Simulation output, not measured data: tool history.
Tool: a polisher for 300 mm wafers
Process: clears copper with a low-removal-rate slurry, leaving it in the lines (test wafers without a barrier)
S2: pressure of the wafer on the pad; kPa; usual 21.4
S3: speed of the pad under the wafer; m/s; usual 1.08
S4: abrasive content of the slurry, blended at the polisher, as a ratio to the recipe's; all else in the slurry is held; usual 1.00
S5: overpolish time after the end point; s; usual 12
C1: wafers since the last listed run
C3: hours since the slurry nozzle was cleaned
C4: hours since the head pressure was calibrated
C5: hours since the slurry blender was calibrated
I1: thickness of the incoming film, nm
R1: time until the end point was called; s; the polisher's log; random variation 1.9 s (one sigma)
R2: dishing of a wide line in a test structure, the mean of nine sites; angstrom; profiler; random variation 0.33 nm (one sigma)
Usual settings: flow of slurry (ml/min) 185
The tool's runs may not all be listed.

{"run": 1, "hour": 0.0, "flow of slurry (ml/min)": 185, "S2": 21.4, "S3": 1.08, "S4": 1.0, "S5": 12, "C1": 0, "wafers polished on this pad": 555, "C3": 421.0, "C4": 294.2, "C5": 206.5, "I1": 363.8, "R1": 118.9, "R2": 295}
{"run": 2, "hour": 48.1, "flow of slurry (ml/min)": 185, "S2": 21.4, "S3": 1.08, "S4": 0.95, "S5": 12, "C1": 421, "wafers polished on this pad": 977, "C3": 469.1, "C4": 342.3, "C5": 254.6, "I1": 364.9, "R1": 115.4, "R2": 292}
{"hour": 78.8, "done": "slurry nozzle cleaned"}
{"hour": 95.1, "done": "slurry blender recalibrated"}
{"hour": 102.5, "done": "worn pad replaced by a new one"}
{"run": 3, "hour": 118.2, "flow of slurry (ml/min)": 185, "S2": 21.4, "S3": 1.08, "S4": 0.95, "S5": 12, "C1": 553, "wafers polished on this pad": 138, "C3": 39.4, "C4": 412.4, "C5": 23.1, "I1": 360.0, "R1": 113.2, "R2": 291}
{"run": 4, "hour": 267.1, "flow of slurry (ml/min)": 185, "S2": 21.4, "S3": 1.08, "S4": 0.95, "S5": 12, "C1": 1306, "wafers polished on this pad": 1444, "C3": 188.3, "C4": 561.3, "C5": 172.0, "I1": 366.6, "R1": 123.8, "R2": 290}
{"hour": 289.4, "done": "worn pad replaced by a new one"}
{"run": 5, "hour": 377.4, "flow of slurry (ml/min)": 185, "S2": 21.4, "S3": 1.08, "S4": 1.0, "S5": 12, "C1": 932, "wafers polished on this pad": 771, "C3": 298.6, "C4": 671.6, "C5": 282.3, "I1": 368.5, "R1": 126.0, "R2": 290}
{"hour": 388.3, "done": "head pressure recalibrated"}
{"hour": 399.3, "done": "slurry blender recalibrated"}
{"run": 6, "hour": 403.4, "flow of slurry (ml/min)": 185, "S2": 21.4, "S3": 1.08, "S4": 1.0, "S5": 12, "C1": 192, "wafers polished on this pad": 964, "C3": 324.6, "C4": 15.1, "C5": 4.1, "I1": 369.6, "R1": 112.8, "R2": 321}
{"run": 7, "hour": 448.1, "flow of slurry (ml/min)": 185, "S2": 21.4, "S3": 1.08, "S4": 1.0, "S5": 12, "C1": 392, "wafers polished on this pad": 1356, "C3": 369.3, "C4": 59.8, "C5": 48.8, "I1": 365.3, "R1": 111.8, "R2": 315}

Forecast run 8:
{"hour": 461.1, "done": "worn pad replaced by a new one"}
{"run": 8, "hour": 503.1, "flow of slurry (ml/min)": 120, "S2": 17.9, "S3": 1.42, "S4": 1.2, "S5": 12, "C1": 447, "wafers polished on this pad": 368, "C3": 424.3, "C4": 114.8, "C5": 103.8, "I1": 363.1, "R1": "?", "R2": "?"}

Run 8 gave R1 105.2 s, R2 317 angstrom.
Without the tool's hidden state the same run would have given R1 106.3 s, R2 313 angstrom.

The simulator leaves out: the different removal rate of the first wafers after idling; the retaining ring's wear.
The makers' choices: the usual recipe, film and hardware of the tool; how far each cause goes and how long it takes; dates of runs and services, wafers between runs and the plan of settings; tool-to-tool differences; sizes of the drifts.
